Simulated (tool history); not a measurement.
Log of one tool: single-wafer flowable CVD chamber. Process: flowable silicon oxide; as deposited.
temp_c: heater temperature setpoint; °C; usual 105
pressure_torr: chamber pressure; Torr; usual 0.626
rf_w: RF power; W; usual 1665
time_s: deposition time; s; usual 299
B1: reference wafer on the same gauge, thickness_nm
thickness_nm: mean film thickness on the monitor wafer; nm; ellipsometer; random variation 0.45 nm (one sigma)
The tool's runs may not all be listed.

run 1 hour=0 | temp_c=94 pressure_torr=0.626 rf_w=1665 time_s=299 | B1=83.003 | thickness_nm=149.397
run 2 hour=59.9 | temp_c=94 pressure_torr=0.626 rf_w=1665 time_s=299 | B1=83.014 | thickness_nm=148.495
run 3 hour=98.4 | temp_c=94 pressure_torr=0.626 rf_w=1665 time_s=299 | B1=82.982 | thickness_nm=148.454
run 4 hour=160.8 | temp_c=105 pressure_torr=0.626 rf_w=1665 time_s=299 | B1=82.872 | thickness_nm=97.154
run 5 hour=235.2 | temp_c=105 pressure_torr=0.626 rf_w=1665 time_s=299 | B1=82.986 | thickness_nm=97.592
-- hour=261.5 thermocouple changed; heater temperature recalibrated
run 6 hour=308 | temp_c=105 pressure_torr=0.626 rf_w=1665 time_s=299 | B1=83.134 | thickness_nm=93.25
run 7 hour=378.5 | temp_c=105 pressure_torr=0.626 rf_w=1665 time_s=299 | B1=83.052 | thickness_nm=94.009
run 8 hour=440.1 | temp_c=105 pressure_torr=0.476 rf_w=1665 time_s=355 | B1=83.033 | thickness_nm=85.97
run 9 hour=488.4 | temp_c=105 pressure_torr=0.626 rf_w=1665 time_s=299 | B1=83.118 | thickness_nm=95.227
-- hour=531.3 gauge calibrated
run 10 hour=592.6 | temp_c=94 pressure_torr=0.626 rf_w=1665 time_s=299 | B1=83.097 | thickness_nm=143.195
run 11 hour=651.4 | temp_c=105 pressure_torr=0.626 rf_w=1495 time_s=299 | B1=83.015 | thickness_nm=92.01
run 12 hour=755.6 | temp_c=105 pressure_torr=0.69 rf_w=1665 time_s=299 | B1=83.031 | thickness_nm=105.904
run 13 hour=834.7 | temp_c=109 pressure_torr=0.626 rf_w=1665 time_s=351 | B1=83.038 | thickness_nm=96.378
run 14 hour=898.6 | temp_c=116 pressure_torr=0.626 rf_w=1865 time_s=323 | B1=82.904 | thickness_nm=71.516
run 15 hour=941.5 | temp_c=101 pressure_torr=0.626 rf_w=1885 time_s=261 | B1=82.957 | thickness_nm=100.441
run 16 hour=1012.5 | temp_c=92 pressure_torr=0.626 rf_w=1665 time_s=326 | B1=82.888 | thickness_nm=170.829
run 17 hour=1069 | temp_c=105 pressure_torr=0.626 rf_w=1665 time_s=299 | B1=82.815 | thickness_nm=95.825
run 18 hour=1162.5 | temp_c=105 pressure_torr=0.626 rf_w=1915 time_s=299 | B1=82.942 | thickness_nm=99.461
run 19 hour=1252.8 | temp_c=105 pressure_torr=0.626 rf_w=1665 time_s=299 | B1=83.097 | thickness_nm=96.951
run 20 hour=1312 | temp_c=105 pressure_torr=0.626 rf_w=1455 time_s=299 | B1=82.917 | thickness_nm=91.979
run 21 hour=1391.3 | temp_c=105 pressure_torr=0.626 rf_w=1375 time_s=299 | B1=83.023 | thickness_nm=90.52
run 22 hour=1452.7 | temp_c=105 pressure_torr=0.626 rf_w=1665 time_s=282 | B1=82.96 | thickness_nm=91.234
run 23 hour=1518.2 | temp_c=105 pressure_torr=0.488 rf_w=1665 time_s=263 | B1=82.962 | thickness_nm=66.509
run 24 hour=1625 | temp_c=116 pressure_torr=0.696 rf_w=1665 time_s=253 | B1=82.821 | thickness_nm=61.422
run 25 hour=1698.3 | temp_c=99 pressure_torr=0.626 rf_w=1665 time_s=246 | B1=82.938 | thickness_nm=100.338
run 26 hour=1783.6 | temp_c=90 pressure_torr=0.626 rf_w=1665 time_s=261 | B1=83.183 | thickness_nm=146.641
run 27 hour=1849.7 | temp_c=105 pressure_torr=0.626 rf_w=1355 time_s=299 | B1=83.047 | thickness_nm=90.662
run 28 hour=1925.4 | temp_c=105 pressure_torr=0.626 rf_w=1665 time_s=299 | B1=83.017 | thickness_nm=96.206
-- hour=1976.1 RF generator calibrated
run 29 hour=1992.1 | temp_c=99 pressure_torr=0.626 rf_w=1665 time_s=246 | B1=83.133 | thickness_nm=101.036

3 ways to go on from here, each from the tool as it stands after run 29. What would each give?
run A hour=1992.6 | temp_c=105 pressure_torr=0.626 rf_w=1665 time_s=299 | B1=? | thickness_nm=?
run B hour=1992.6 | temp_c=93 pressure_torr=0.626 rf_w=1665 time_s=355 | B1=? | thickness_nm=?
run C hour=1992.6 | temp_c=105 pressure_torr=0.551 rf_w=1360 time_s=299 | B1=? | thickness_nm=?

run=A B1=82.776 thickness_nm=96.339
run=B B1=82.776 thickness_nm=180.493
run=C B1=82.776 thickness_nm=79.116
Without the tool's hidden state the same runs would have given:
run=A thickness_nm=92.792
run=B thickness_nm=173.747
run=C thickness_nm=76.202

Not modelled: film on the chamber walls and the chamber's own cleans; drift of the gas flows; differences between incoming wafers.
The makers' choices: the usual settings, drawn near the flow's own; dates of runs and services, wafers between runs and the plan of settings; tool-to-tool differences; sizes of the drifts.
